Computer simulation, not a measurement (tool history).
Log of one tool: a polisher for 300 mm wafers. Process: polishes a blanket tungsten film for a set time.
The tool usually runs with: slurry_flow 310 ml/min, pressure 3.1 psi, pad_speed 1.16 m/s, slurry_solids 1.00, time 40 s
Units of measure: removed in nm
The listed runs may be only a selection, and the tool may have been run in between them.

run,day,slurry_flow,pressure,pad_speed,slurry_solids,time,wafers since the last listed run,wafers polished on this pad,hours since the slurry nozzle was cleaned,hours since the head pressure was calibrated,hours since the slurry blender was calibrated,hours since the slurry got fresh peroxide,"incoming thickness of the incoming film, nm",removed
1,0.000,310,3.1,1.16,1.00,40,0,617,141.5,289.4,503.2,119.0,1121.6,175.1
2,0.721,310,3.1,1.16,1.00,40,136,754,158.8,306.7,520.5,136.3,1123.0,169.5
3,1.188,310,3.1,1.38,1.00,40,88,842,170.0,317.9,531.7,147.5,1120.3,201.6
4,1.621,310,3.1,1.38,1.00,40,82,924,180.4,328.3,542.1,157.9,1114.0,202.8
5,1.888,310,3.1,1.38,1.00,40,50,975,186.8,334.7,548.5,164.3,1111.4,200.3
# day 2.000: slurry blender recalibrated
# day 2.212: worn pad replaced by a new one
# day 2.292: slurry tank refilled with fresh slurry and peroxide
6,2.354,310,3.1,1.16,1.00,48,33,19,198.0,345.9,8.5,1.5,1097.8,204.3
7,2.738,310,3.1,1.16,1.00,48,72,91,207.2,355.1,17.7,10.7,1111.0,203.9
8,3.454,310,3.1,1.16,1.00,43,136,227,224.4,372.3,34.9,27.9,1129.4,181.9
9,3.792,370,3.1,1.16,1.00,40,64,291,232.5,380.4,43.0,36.0,1111.2,170.1
10,4.162,310,3.1,1.16,1.25,40,70,362,241.4,389.3,51.9,44.9,1106.8,185.3
11,4.738,310,2.2,1.16,1.00,40,109,471,255.2,403.1,65.7,58.7,1125.9,121.1
12,5.179,310,3.1,1.16,1.00,40,83,555,265.8,413.7,76.3,69.3,1102.5,169.5
13,5.512,310,3.1,1.16,0.80,40,63,618,273.8,421.7,84.3,77.3,1105.0,159.0
14,6.296,310,3.1,1.36,1.00,40,148,767,292.6,440.5,103.1,96.1,1105.9,192.3
# day 6.346: slurry nozzle cleaned
# day 6.438: head pressure recalibrated
# day 6.562: worn pad replaced by a new one
15,6.588,310,3.1,1.16,1.00,40,7,4,5.8,3.6,110.1,103.1,1097.4,180.0
16,8.138,310,3.1,1.16,1.00,40,294,298,43.0,40.8,147.3,140.3,1114.7,176.0
17,8.458,310,3.1,1.16,1.00,40,60,359,50.7,48.5,155.0,148.0,1108.3,173.5
18,8.812,255,3.9,1.02,1.00,28,67,426,59.2,57.0,163.5,156.5,1096.4,137.0
# day 9.083: slurry tank refilled with fresh slurry and peroxide
19,9.496,310,3.6,1.16,1.00,36,121,548,75.6,73.4,179.9,9.9,1113.7,182.0
20,9.833,310,2.6,1.48,1.00,40,64,612,83.7,81.5,188.0,18.0,1089.9,187.7
21,10.442,310,2.6,1.44,1.00,40,115,728,98.3,96.1,202.6,32.6,1124.1,180.5
# day 11.392: worn pad replaced by a new one
22,11.462,215,3.1,1.16,1.00,40,162,13,122.8,120.6,227.1,57.1,1097.2,160.9
23,11.929,310,3.1,1.16,1.25,40,88,102,134.0,131.8,238.3,68.3,1132.3,185.1
24,12.675,310,3.6,1.16,1.00,36,141,243,151.9,149.7,256.2,86.2,1117.8,179.4
25,13.262,225,3.5,1.16,0.85,40,111,355,166.0,163.8,270.3,100.3,1100.5,176.7
26,13.721,310,3.5,1.00,1.00,40,86,442,177.0,174.8,281.3,111.3,1119.7,169.1

Hidden state, per run?
removal rate lost through wear of the pad, %: 0 on each run
deviation of the head's pressure from its setpoint, %: 0 on each run
abrasive missing from the slurry, %: 0 on each run
peroxide lost from the slurry, %: 0 on each run
H1: slurry flow missing at the pad, %
run,H1
1,33.8
2,35.5
3,36.4
4,37.2
5,37.7
6,38.4
7,38.9
8,39.8
9,40.2
10,40.6
11,41.1
12,41.5
13,41.8
14,42.3
15,3.12
16,14.8
17,16.8
18,18.8
19,22.2
20,23.7
21,26.2
22,29.6
23,30.9
24,32.8
25,34
26,34.9
